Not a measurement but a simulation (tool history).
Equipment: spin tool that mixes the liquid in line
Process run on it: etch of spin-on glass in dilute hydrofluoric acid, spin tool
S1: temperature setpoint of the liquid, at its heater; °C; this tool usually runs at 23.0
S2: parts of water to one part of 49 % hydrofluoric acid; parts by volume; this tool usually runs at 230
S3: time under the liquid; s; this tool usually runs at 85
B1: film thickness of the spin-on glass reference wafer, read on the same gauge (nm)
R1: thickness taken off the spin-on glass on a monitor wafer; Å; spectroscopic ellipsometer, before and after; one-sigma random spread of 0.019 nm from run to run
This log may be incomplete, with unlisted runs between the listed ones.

{"run": 1, "hour": 0.0, "S1": 20.5, "S2": 230, "S3": 85, "B1": 90.0, "R1": 58.6}
{"run": 2, "hour": 33.1, "S1": 23.0, "S2": 230, "S3": 85, "B1": 89.98, "R1": 64.0}
{"run": 3, "hour": 51.2, "S1": 23.0, "S2": 230, "S3": 85, "B1": 90.03, "R1": 64.4}
{"run": 4, "hour": 81.9, "S1": 23.0, "S2": 230, "S3": 75, "B1": 89.97, "R1": 56.6}
{"run": 5, "hour": 98.1, "S1": 23.0, "S2": 230, "S3": 85, "B1": 89.99, "R1": 64.1}
{"run": 6, "hour": 126.6, "S1": 23.0, "S2": 230, "S3": 85, "B1": 89.99, "R1": 64.4}
{"run": 7, "hour": 159.1, "S1": 23.0, "S2": 230, "S3": 85, "B1": 90.0, "R1": 64.4}
{"run": 8, "hour": 174.0, "S1": 23.0, "S2": 230, "S3": 85, "B1": 90.0, "R1": 64.4}
{"run": 9, "hour": 208.6, "S1": 23.0, "S2": 230, "S3": 85, "B1": 90.0, "R1": 64.4}
{"run": 10, "hour": 242.9, "S1": 23.0, "S2": 295, "S3": 85, "B1": 89.99, "R1": 46.9}
{"run": 11, "hour": 273.6, "S1": 23.0, "S2": 295, "S3": 85, "B1": 90.01, "R1": 47.1}
{"hour": 274.3, "done": "gauge calibrated"}
{"run": 12, "hour": 295.4, "S1": 23.0, "S2": 255, "S3": 85, "B1": 90.0, "R1": 56.8}
{"run": 13, "hour": 313.3, "S1": 20.5, "S2": 260, "S3": 100, "B1": 90.02, "R1": 59.8}
{"run": 14, "hour": 343.9, "S1": 19.5, "S2": 145, "S3": 85, "B1": 90.01, "R1": 98.4}
{"run": 15, "hour": 374.6, "S1": 23.0, "S2": 230, "S3": 85, "B1": 89.97, "R1": 65.0}
{"run": 16, "hour": 396.5, "S1": 23.0, "S2": 155, "S3": 70, "B1": 90.01, "R1": 86.2}
{"run": 17, "hour": 429.1, "S1": 23.0, "S2": 230, "S3": 85, "B1": 89.98, "R1": 65.0}
{"run": 18, "hour": 445.3, "S1": 23.0, "S2": 230, "S3": 50, "B1": 90.03, "R1": 38.2}
{"hour": 459.4, "done": "thermometer replaced"}
{"hour": 469.4, "done": "hydrofluoric acid flow meter replaced"}
{"run": 19, "hour": 469.8, "S1": 21.0, "S2": 230, "S3": 65, "B1": 90.01, "R1": 43.4}
{"run": 20, "hour": 493.2, "S1": 23.0, "S2": 230, "S3": 85, "B1": 89.99, "R1": 61.4}
{"run": 21, "hour": 505.9, "S1": 18.5, "S2": 285, "S3": 35, "B1": 90.03, "R1": 16.4}
{"run": 22, "hour": 522.7, "S1": 23.0, "S2": 155, "S3": 85, "B1": 90.0, "R1": 98.5}
{"run": 23, "hour": 535.6, "S1": 24.5, "S2": 305, "S3": 40, "B1": 89.95, "R1": 21.2}
{"run": 24, "hour": 563.3, "S1": 20.0, "S2": 170, "S3": 120, "B1": 90.03, "R1": 111.9}
{"run": 25, "hour": 585.7, "S1": 23.0, "S2": 200, "S3": 85, "B1": 90.0, "R1": 73.1}
{"run": 26, "hour": 600.8, "S1": 23.0, "S2": 230, "S3": 85, "B1": 90.01, "R1": 61.4}
{"run": 27, "hour": 617.3, "S1": 24.5, "S2": 310, "S3": 45, "B1": 90.02, "R1": 23.5}
{"run": 28, "hour": 629.8, "S1": 23.0, "S2": 230, "S3": 85, "B1": 90.02, "R1": 61.6}
{"run": 29, "hour": 649.6, "S1": 23.0, "S2": 230, "S3": 85, "B1": 90.01, "R1": 61.6}
{"run": 30, "hour": 678.7, "S1": 27.0, "S2": 135, "S3": 115, "B1": 89.98, "R1": 182.5}
{"run": 31, "hour": 700.4, "S1": 25.5, "S2": 260, "S3": 125, "B1": 89.98, "R1": 84.9}
{"run": 32, "hour": 727.8, "S1": 21.5, "S2": 275, "S3": 85, "B1": 90.0, "R1": 46.9}
{"run": 33, "hour": 752.8, "S1": 23.0, "S2": 265, "S3": 85, "B1": 89.98, "R1": 51.6}

How would selected steps in R1 from run to run divide? Give the signed amount a tool lacking its hidden state would still show from settings, what came in and random variation, and the signed amount left for the hidden state, including any gauge scatter that is not in both of the compared results.
The hidden state here: liquid hotter than its thermometer reads (K); hydrofluoric acid flow above the setpoint (%); gauge reads high (%).
Run 13 -> 14: S1 20.5 -> 19.5, S2 260 -> 145, S3 100 -> 85. R1 +38.6 Å: hidden state +2.7, all else +35.9.
Run 14 -> 15: S1 19.5 -> 23.0, S2 145 -> 230. R1 -33.4 Å: hidden state -2.4, all else -31.0.
Run 18 -> 19: S1 23.0 -> 21.0, S3 50 -> 65, thermometer replaced, hydrofluoric acid flow meter replaced. R1 +5.2 Å: hidden state -2.2, all else +7.4.
Run 23 -> 24: S1 24.5 -> 20.0, S2 305 -> 170, S3 40 -> 120. R1 +90.7 Å: hidden state +0.5, all else +90.2.
Run 29 -> 30: S1 23.0 -> 27.0, S2 230 -> 135, S3 85 -> 115. R1 +120.9 Å: hidden state +0.9, all else +120.0.
Run 30 -> 31: S1 27.0 -> 25.5, S2 135 -> 260, S3 115 -> 125. R1 -97.6 Å: hidden state -0.7, all else -96.9.
